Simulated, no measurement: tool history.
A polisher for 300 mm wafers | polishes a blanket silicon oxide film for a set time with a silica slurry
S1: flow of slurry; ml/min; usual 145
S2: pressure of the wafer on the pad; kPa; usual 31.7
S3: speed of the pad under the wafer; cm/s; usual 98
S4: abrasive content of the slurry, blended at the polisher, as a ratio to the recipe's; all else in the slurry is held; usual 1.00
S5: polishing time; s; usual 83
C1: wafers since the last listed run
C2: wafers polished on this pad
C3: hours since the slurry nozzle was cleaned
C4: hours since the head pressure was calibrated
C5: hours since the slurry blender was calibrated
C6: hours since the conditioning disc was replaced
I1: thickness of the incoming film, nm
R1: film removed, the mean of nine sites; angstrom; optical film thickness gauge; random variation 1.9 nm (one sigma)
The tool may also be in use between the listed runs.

run    hour   S1    S2   S3    S4   S5   C1    C2     C3      C4     C5     C6      I1    R1
  1     0.0  145  31.7   98  1.00   83    0  1550  355.7   499.5  235.6   40.8  1769.9  2436
  2    32.3  145  31.7   98  1.00   83  182  1732  388.0   531.8  267.9   73.1  1810.3  2402
       61.7  -- worn pad replaced by a new one
  3    73.2  145  31.7   98  1.00   83  208    64  428.9   572.7  308.8  114.0  1780.3  2354
       84.8  -- slurry nozzle cleaned
  4   125.7  145  31.7   98  1.00   83  291   356   40.9   625.2  361.3  166.5  1757.3  2352
      166.4  -- slurry blender recalibrated
  5   177.4  145  31.7   98  1.00   83  281   637   92.6   676.9   11.0  218.2  1774.6  2356
  6   215.9  145  31.7   98  1.00   83  217   854  131.1   715.4   49.5  256.7  1764.8  2331
  7   263.8  145  31.7   98  1.00   83  270  1125  179.0   763.3   97.4  304.6  1778.8  2335
  8   300.8  105  31.7   84  1.00   83  209  1335  216.0   800.3  134.4  341.6  1777.7  1989
      320.5  -- conditioning disc replaced and pad reconditioned
  9   357.8  145  31.7  120  1.00   65  311  1646  273.0   857.3  191.4   37.3  1809.6  2140
 10   415.0  145  31.7   98  1.00  105  323  1969  330.2   914.5  248.6   94.5  1771.4  3037
      430.8  -- worn pad replaced by a new one
 11   481.8  145  31.7   98  0.75   83  355   288  397.0   981.3  315.4  161.3  1792.5  2147
 12   509.5  145  31.7   98  1.15   83  156   445  424.7  1009.0  343.1  189.0  1803.6  2407
      522.1  -- slurry blender recalibrated
      546.5  -- slurry nozzle cleaned
 13   554.6  145  31.7   98  1.00   83  238   683    8.1  1054.1   32.5  234.1  1813.6  2312
 14   611.5  145  40.7   98  0.75   83  321  1005   65.0  1111.0   89.4  291.0  1819.1  2605
 15   661.3  125  31.7   98  1.00  101  281  1286  114.8  1160.8  139.2  340.8  1762.5  2706
 16   694.4  115  31.7   86  1.10   83  187  1474  147.9  1193.9  172.3  373.9  1800.6  2102
      722.5  -- conditioning disc replaced and pad reconditioned
 17   723.0  145  35.9   76  0.85  103  150  1624  176.5  1222.5  200.9    0.5  1803.8  3054
      784.5  -- worn pad replaced by a new one
      794.2  -- head pressure recalibrated
 18   816.8  145  31.7  116  1.25   83  496   171  270.3    22.6  294.7   94.3  1779.5  2791
 19   879.5  145  31.7   98  1.00   83  354   526  333.0    85.3  357.4  157.0  1786.3  2377
      895.4  -- slurry blender recalibrated
 20   932.4  145  31.7   98  1.00  103  287   813  385.9   138.2   37.0  209.9  1776.2  2874
     1031.1  -- slurry nozzle cleaned
     1101.4  -- worn pad replaced by a new one
 21  1106.5  145  31.7   98  1.25   97  956    29   75.4   312.3  211.1  384.0  1814.6  2871
     1113.6  -- conditioning disc replaced and pad reconditioned
 22  1141.4  145  31.7  108  1.00   83  186   215  110.3   347.2  246.0   27.8  1791.6  2611
 23  1188.2  145  31.7   98  1.00   83  264   479  157.1   394.0  292.8   74.6  1787.3  2431
     1207.8  -- slurry blender recalibrated
 24  1228.6  145  40.0  128  0.85   91  217   697  197.5   434.4   20.8  115.0  1798.2  3525

Forecast each of these 5 alternatives for the next run:
  A  1229.1  145  24.8   98  1.00  83   2  699  198.0  434.9  21.3  115.5  1772.2   ?
  B  1229.1  145  31.7  120  1.00  83   2  699  198.0  434.9  21.3  115.5  1772.2   ?
  C  1229.1  160  40.0   98  1.00  94   2  699  198.0  434.9  21.3  115.5  1772.2   ?
  D  1229.1  145  31.7   98  1.00  94   2  699  198.0  434.9  21.3  115.5  1772.2   ?
  E  1229.1  185  37.9   86  1.00  83   2  699  198.0  434.9  21.3  115.5  1772.2   ?

run    R1
  A  1889
  B  2609
  C  3402
  D  2695
  E  2771
Without the tool's hidden state the same runs would have given:
run    R1
  A  2009
  B  2840
  C  3734
  D  2908
  E  3011

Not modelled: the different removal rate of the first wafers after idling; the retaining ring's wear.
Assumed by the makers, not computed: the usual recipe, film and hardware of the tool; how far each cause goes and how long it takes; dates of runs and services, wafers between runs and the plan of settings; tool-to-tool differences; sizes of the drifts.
